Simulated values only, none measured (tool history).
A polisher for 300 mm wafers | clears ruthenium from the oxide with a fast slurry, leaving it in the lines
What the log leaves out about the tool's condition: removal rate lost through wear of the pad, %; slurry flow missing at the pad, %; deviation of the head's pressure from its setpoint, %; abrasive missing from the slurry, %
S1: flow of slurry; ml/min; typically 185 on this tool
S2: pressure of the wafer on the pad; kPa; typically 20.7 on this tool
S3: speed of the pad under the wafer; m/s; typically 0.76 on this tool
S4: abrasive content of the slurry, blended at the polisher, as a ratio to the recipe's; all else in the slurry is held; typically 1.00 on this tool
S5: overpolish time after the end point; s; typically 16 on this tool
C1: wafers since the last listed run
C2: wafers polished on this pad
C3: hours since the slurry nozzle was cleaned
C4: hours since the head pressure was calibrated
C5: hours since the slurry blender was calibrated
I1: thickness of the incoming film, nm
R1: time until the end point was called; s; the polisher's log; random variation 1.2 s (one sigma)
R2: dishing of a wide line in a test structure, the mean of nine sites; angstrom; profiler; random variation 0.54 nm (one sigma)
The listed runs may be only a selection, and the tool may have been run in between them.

| run | day | S1 | S2 | S3 | S4 | S5 | C1 | C2 | C3 | C4 | C5 | I1 | R1 | R2 |
|---|---|---|---|---|---|---|---|---|---|---|---|---|---|---|
| 1 | 0.000 | 185 | 20.7 | 0.76 | 1.00 | 16 | 0 | 575 | 734.1 | 529.9 | 142.8 | 208.5 | 81.3 | 361 |
| 2 | 0.579 | 185 | 20.7 | 0.76 | 1.00 | 16 | 142 | 718 | 748.0 | 543.8 | 156.7 | 207.0 | 78.4 | 349 |
| 3 | 1.054 | 185 | 20.7 | 0.94 | 1.00 | 16 | 116 | 834 | 759.4 | 555.2 | 168.1 | 210.5 | 65.5 | 423 |
| 4 | 1.692 | 185 | 20.7 | 0.94 | 1.00 | 16 | 156 | 991 | 774.7 | 570.5 | 183.4 | 210.9 | 66.4 | 410 |
|  | 2.238 | worn pad replaced by a new one, of another model than before |
| 5 | 2.258 | 185 | 20.7 | 0.76 | 1.00 | 16 | 98 | 4 | 788.3 | 584.1 | 197.0 | 207.7 | 75.4 | 373 |
| 6 | 2.692 | 230 | 20.7 | 0.76 | 1.00 | 16 | 106 | 111 | 798.7 | 594.5 | 207.4 | 207.2 | 75.5 | 372 |
| 7 | 3.212 | 185 | 20.7 | 0.76 | 1.00 | 16 | 127 | 239 | 811.2 | 607.0 | 219.9 | 212.8 | 81.6 | 360 |
| 8 | 3.496 | 130 | 20.7 | 0.92 | 1.20 | 16 | 69 | 308 | 818.0 | 613.8 | 226.7 | 208.1 | 69.5 | 405 |
| 9 | 3.971 | 140 | 20.7 | 0.76 | 1.00 | 16 | 116 | 425 | 829.4 | 625.2 | 238.1 | 209.3 | 80.8 | 344 |
| 10 | 4.425 | 185 | 20.7 | 0.76 | 1.00 | 20 | 111 | 537 | 840.3 | 636.1 | 249.0 | 206.9 | 79.9 | 438 |
| 11 | 5.062 | 185 | 20.7 | 0.76 | 1.25 | 16 | 156 | 693 | 855.6 | 651.4 | 264.3 | 207.0 | 73.6 | 380 |
| 12 | 5.442 | 185 | 26.9 | 0.76 | 1.00 | 16 | 93 | 786 | 864.7 | 660.5 | 273.4 | 211.7 | 66.6 | 414 |
| 13 | 5.750 | 185 | 20.7 | 0.76 | 1.00 | 16 | 75 | 862 | 872.1 | 667.9 | 280.8 | 210.1 | 81.6 | 348 |
| 14 | 6.025 | 135 | 20.7 | 0.76 | 1.00 | 16 | 67 | 930 | 878.7 | 674.5 | 287.4 | 211.8 | 85.7 | 333 |
| 15 | 6.283 | 185 | 26.9 | 0.52 | 1.00 | 8 | 63 | 993 | 884.9 | 680.7 | 293.6 | 211.9 | 81.2 | 180 |
| 16 | 6.546 | 185 | 20.7 | 0.76 | 1.00 | 16 | 64 | 1058 | 891.2 | 687.0 | 299.9 | 208.4 | 81.9 | 340 |
|  | 7.017 | worn pad replaced by a new one |
|  | 7.071 | head pressure recalibrated |
| 17 | 7.154 | 185 | 20.7 | 0.76 | 1.30 | 16 | 94 | 20 | 905.8 | 2.0 | 314.5 | 209.1 | 68.2 | 396 |
| 18 | 7.758 | 185 | 20.7 | 0.76 | 1.00 | 13 | 148 | 169 | 920.3 | 16.5 | 329.0 | 210.3 | 78.2 | 297 |
|  | 8.392 | slurry nozzle cleaned |
| 19 | 8.475 | 245 | 20.7 | 0.76 | 1.00 | 16 | 165 | 334 | 2.0 | 33.7 | 346.2 | 210.1 | 76.0 | 361 |
|  | 8.575 | slurry blender recalibrated |
| 20 | 9.033 | 185 | 24.1 | 0.76 | 1.00 | 16 | 116 | 451 | 15.4 | 47.1 | 11.0 | 206.0 | 71.1 | 391 |
| 21 | 9.379 | 130 | 24.8 | 0.76 | 1.00 | 21 | 84 | 536 | 23.7 | 55.4 | 19.3 | 207.8 | 73.5 | 491 |
| 22 | 9.812 | 210 | 26.9 | 0.76 | 1.20 | 7 | 106 | 643 | 34.1 | 65.8 | 29.7 | 208.8 | 61.8 | 207 |
| 23 | 10.512 | 185 | 20.7 | 0.76 | 0.75 | 11 | 172 | 815 | 50.9 | 82.6 | 46.5 | 213.5 | 90.8 | 222 |
|  | 10.883 | worn pad replaced by a new one |
| 24 | 10.904 | 185 | 20.7 | 0.92 | 1.15 | 16 | 55 | 4 | 60.3 | 92.0 | 55.9 | 206.7 | 65.6 | 415 |
| 25 | 11.471 | 185 | 22.8 | 0.76 | 0.90 | 7 | 139 | 143 | 73.9 | 105.6 | 69.5 | 208.4 | 75.1 | 176 |
| 26 | 11.946 | 245 | 24.1 | 0.76 | 1.00 | 26 | 116 | 260 | 85.3 | 117.0 | 80.9 | 212.1 | 71.0 | 629 |
| 27 | 13.354 | 185 | 17.2 | 0.76 | 0.70 | 16 | 346 | 606 | 119.1 | 150.8 | 114.7 | 207.1 | 100.9 | 284 |
| 28 | 13.938 | 185 | 20.7 | 1.02 | 1.00 | 16 | 143 | 750 | 133.1 | 164.8 | 128.7 | 206.7 | 68.7 | 392 |

Branching from run 28: 5 alternative next runs. What would each branch give?
| A | 13.954 | 130 | 20.7 | 0.76 | 1.00 | 16 | 4 | 754 | 133.5 | 165.2 | 129.1 | 206.3 | ? | ? |
| B | 13.954 | 185 | 20.7 | 0.76 | 0.85 | 16 | 4 | 754 | 133.5 | 165.2 | 129.1 | 206.3 | ? | ? |
| C | 13.954 | 185 | 20.7 | 0.76 | 1.00 | 12 | 4 | 754 | 133.5 | 165.2 | 129.1 | 206.3 | ? | ? |
| D | 13.954 | 185 | 13.8 | 0.86 | 1.00 | 9 | 4 | 754 | 133.5 | 165.2 | 129.1 | 206.3 | ? | ? |
| E | 13.954 | 185 | 14.5 | 0.76 | 0.85 | 16 | 4 | 754 | 133.5 | 165.2 | 129.1 | 206.3 | ? | ? |

| run | R1 | R2 |
|---|---|---|
| A | 79.8 | 343 |
| B | 81.1 | 338 |
| C | 76.9 | 272 |
| D | 94.2 | 171 |
| E | 102.7 | 272 |
Without the tool's unlogged condition, the same runs would have read:
| run | R1 | R2 |
|---|---|---|
| A | 74.0 | 368 |
| B | 75.2 | 362 |
| C | 71.4 | 291 |
| D | 87.4 | 183 |
| E | 95.3 | 291 |
